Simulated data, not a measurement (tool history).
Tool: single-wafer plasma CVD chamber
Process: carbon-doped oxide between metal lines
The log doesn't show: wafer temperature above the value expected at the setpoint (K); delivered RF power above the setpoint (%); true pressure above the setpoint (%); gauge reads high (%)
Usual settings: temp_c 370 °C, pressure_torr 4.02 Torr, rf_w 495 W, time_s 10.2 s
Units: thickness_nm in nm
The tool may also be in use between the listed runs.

run	day	temp_c	pressure_torr	rf_w	time_s	wafers since the last listed run	hours since the last thermocouple change	hours since the last RF generator calibration	hours since the last manometer calibration	hours since the showerhead was replaced	hours since the gauge calibration	read-back reference wafer on the same gauge, thickness_nm	thickness_nm
1	0.000	370	4.02	495	11.0	0	32.4	1171.8	2599.4	3857.0	690.7	49.095	49.254
2	0.946	370	4.02	495	10.2	598	55.1	1194.5	2622.1	3879.7	713.4	49.097	45.751
3	2.296	370	4.02	495	10.2	854	87.5	1226.9	2654.5	3912.1	745.8	49.083	45.729
4	3.429	370	4.02	495	10.2	717	114.7	1254.1	2681.7	3939.3	773.0	49.092	45.688
5	4.000	370	4.02	495	10.2	361	128.4	1267.8	2695.4	3953.0	786.7	49.094	45.658
6	4.746	370	4.02	495	10.2	472	146.3	1285.7	2713.3	3970.9	804.6	49.096	45.609
# day 6.267: RF generator calibrated
7	6.288	370	4.54	465	12.1	764	183.3	0.5	2750.3	4007.9	841.6	49.109	54.371
8	6.983	370	4.02	590	8.4	440	200.0	17.2	2767.0	4024.6	858.3	49.094	41.406
9	7.888	365	4.02	495	11.7	572	221.7	38.9	2788.7	4046.3	880.0	49.093	53.715
10	8.800	370	4.02	495	10.2	577	243.6	60.8	2810.6	4068.2	901.9	49.096	46.312
11	9.808	362	3.48	495	9.6	638	267.8	85.0	2834.8	4092.4	926.1	49.103	43.623
12	10.758	358	4.82	495	11.6	601	290.6	107.8	2857.6	4115.2	948.9	49.097	55.812
13	11.300	375	3.41	395	11.3	342	303.6	120.8	2870.6	4128.2	961.9	49.097	44.629
# day 11.533: gauge calibrated
14	12.792	370	4.02	495	10.2	944	339.4	156.6	2906.4	4164.0	30.2	49.097	46.310
15	13.592	370	4.02	540	8.6	506	358.6	175.8	2925.6	4183.2	49.4	49.097	40.655
# day 16.908: showerhead replaced
# day 17.479: capacitance manometer re-zeroed and calibrated
16	17.750	370	4.33	495	10.2	2209	458.4	275.6	6.5	20.2	149.2	49.100	46.764
17	18.429	370	4.02	495	11.4	429	474.7	291.9	22.8	36.5	165.5	49.096	51.381
18	19.054	370	4.02	495	9.0	395	489.7	306.9	37.8	51.5	180.5	49.099	40.831
19	20.083	365	4.02	495	11.7	651	514.4	331.6	62.5	76.2	205.2	49.095	53.293
20	21.446	370	3.13	450	10.2	862	547.1	364.3	95.2	108.9	237.9	49.088	42.969
21	22.200	370	4.02	410	8.8	477	565.2	382.4	113.3	127.0	256.0	49.097	36.555
22	23.650	365	4.02	495	9.1	917	600.0	417.2	148.1	161.8	290.8	49.105	41.823
23	24.462	356	4.85	425	10.2	514	619.5	436.7	167.6	181.3	310.3	49.091	45.892
24	25.388	370	4.02	445	10.2	585	641.7	458.9	189.8	203.5	332.5	49.103	44.045
25	26.221	370	4.02	580	10.2	527	661.7	478.9	209.8	223.5	352.5	49.113	49.483
26	26.883	370	4.02	495	9.2	419	677.6	494.8	225.7	239.4	368.4	49.095	41.648
27	27.612	374	4.02	495	11.6	461	695.1	512.3	243.2	256.9	385.9	49.095	51.770
28	28.458	370	4.02	495	10.2	535	715.4	532.6	263.5	277.2	406.2	49.102	46.018

Forecast each of these 4 alternatives for the next run:
A	28.475	370	4.02	460	10.2	10	715.8	533.0	263.9	277.6	406.6	?	?
B	28.475	370	4.76	445	10.2	10	715.8	533.0	263.9	277.6	406.6	?	?
C	28.475	377	4.02	495	10.2	10	715.8	533.0	263.9	277.6	406.6	?	?
D	28.475	370	3.55	495	10.2	10	715.8	533.0	263.9	277.6	406.6	?	?

run	read-back reference wafer on the same gauge, thickness_nm	thickness_nm
A	49.111	44.638
B	49.111	45.254
C	49.111	45.368
D	49.111	45.269
Without the tool's hidden state the same runs would have given:
run	thickness_nm
A	45.052
B	45.674
C	45.785
D	45.689
